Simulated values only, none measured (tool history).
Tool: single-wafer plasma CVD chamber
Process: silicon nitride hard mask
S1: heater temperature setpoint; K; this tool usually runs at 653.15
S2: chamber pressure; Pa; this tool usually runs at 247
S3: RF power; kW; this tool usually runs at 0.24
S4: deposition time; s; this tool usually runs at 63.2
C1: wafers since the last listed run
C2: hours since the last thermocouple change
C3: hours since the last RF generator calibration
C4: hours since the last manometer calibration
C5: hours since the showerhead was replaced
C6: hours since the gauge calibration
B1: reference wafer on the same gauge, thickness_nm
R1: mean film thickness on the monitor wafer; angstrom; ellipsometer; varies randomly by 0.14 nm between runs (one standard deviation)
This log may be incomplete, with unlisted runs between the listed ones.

run,hour,S1,S2,S3,S4,C1,C2,C3,C4,C5,C6,B1,R1
1,0,653.15,247,0.24,63.2,0,991,1977.2,1409.5,3526.6,172.9,82.425,682.66
2,16.9,656.15,247,0.24,63.2,209,1007.9,1994.1,1426.4,3543.5,189.8,82.447,681.18
3,39.3,653.15,228,0.26,63.2,277,1030.3,2016.5,1448.8,3565.9,212.2,82.385,701.98
4,66.6,653.15,228,0.26,63.2,338,1057.6,2043.8,1476.1,3593.2,239.5,82.376,700.79
5,78.6,653.15,228,0.26,63.2,148,1069.6,2055.8,1488.1,3605.2,251.5,82.43,702.13
6,104.6,645.15,247,0.255,63.2,322,1095.6,2081.8,1514.1,3631.2,277.5,82.434,714.77
# hour 118.1: thermocouple changed; heater temperature recalibrated
7,121.6,653.15,247,0.24,51.1,111,3.5,2098.8,1531.1,3648.2,294.5,82.408,553.72
# hour 158.1: capacitance manometer re-zeroed and calibrated
8,184.6,653.15,227,0.28,63.2,681,66.5,2161.8,26.5,3711.2,357.5,82.38,715.53
9,211.9,649.15,212,0.19,71.5,338,93.8,2189.1,53.8,3738.5,384.8,82.394,611.22
# hour 263.4: showerhead replaced
10,292.5,653.15,247,0.24,63.2,899,174.4,2269.7,134.4,29.1,465.4,82.398,662.09
11,323.6,653.15,247,0.24,63.2,385,205.5,2300.8,165.5,60.2,496.5,82.404,663.69
12,353.6,645.15,247,0.24,63.2,371,235.5,2330.8,195.5,90.2,526.5,82.402,668.03
# hour 362.7: RF generator calibrated
13,378,653.15,247,0.24,63.2,203,259.9,15.3,219.9,114.6,550.9,82.402,686.49
14,447.3,653.15,247,0.24,63.2,858,329.2,84.6,289.2,183.9,620.2,82.406,686.02
15,460.1,660.15,247,0.24,63.2,158,342,97.4,302,196.7,633,82.413,686.55
# hour 470.4: gauge calibrated
16,485.9,653.15,269,0.24,63.2,319,367.8,123.2,327.8,222.5,15.5,82.407,705.81
17,500,646.15,247,0.24,63.2,174,381.9,137.3,341.9,236.6,29.6,82.38,691.11
18,512.1,653.15,275,0.255,56.5,149,394,149.4,354,248.7,41.7,82.384,658.61
19,535.2,663.15,264,0.26,63.2,286,417.1,172.5,377.1,271.8,64.8,82.393,735.9
20,561.7,663.15,247,0.24,63.2,328,443.6,199,403.6,298.3,91.3,82.403,680.5
21,576.1,668.15,247,0.24,63.2,178,458,213.4,418,312.7,105.7,82.388,681.82
22,608.5,649.15,207,0.26,75,401,490.4,245.8,450.4,345.1,138.1,82.39,809.31
23,630.5,648.15,247,0.24,63.2,272,512.4,267.8,472.4,367.1,160.1,82.362,689.17
24,650.2,667.15,247,0.24,71.2,244,532.1,287.5,492.1,386.8,179.8,82.381,768.91
25,670,653.15,247,0.24,63.2,245,551.9,307.3,511.9,406.6,199.6,82.333,688.04
26,692.6,653.15,247,0.24,63.2,280,574.5,329.9,534.5,429.2,222.2,82.348,685.8
27,715.5,653.15,247,0.24,63.2,283,597.4,352.8,557.4,452.1,245.1,82.383,684.42
28,737.1,653.15,247,0.24,63.2,267,619,374.4,579,473.7,266.7,82.375,686.62

A few steps of R1 between consecutive runs. Split each: what settings, incoming material and random variation would produce without the hidden state, and what is left over for the hidden state, along with gauge scatter present in only one of the two compared results (measured, and without hidden state):
Unlogged tool condition in this case: wafer temperature above the value expected at the setpoint (K); delivered RF power above the setpoint (%); true pressure above the setpoint (%); gauge reads high (%).
Run 6 -> 7: S1 645.15 -> 653.15, S3 0.255 -> 0.24, S4 63.2 -> 51.1, thermocouple changed; heater temperature recalibrated. R1 -161.05 angstrom: hidden state +1.34, all else -162.39.
Run 7 -> 8: S2 247 -> 227, S3 0.24 -> 0.28, S4 51.1 -> 63.2, capacitance manometer re-zeroed and calibrated. R1 +161.81 angstrom: hidden state -20.98, all else +182.79.
Run 12 -> 13: S1 645.15 -> 653.15, RF generator calibrated. R1 +18.46 angstrom: hidden state +24.13, all else -5.67.
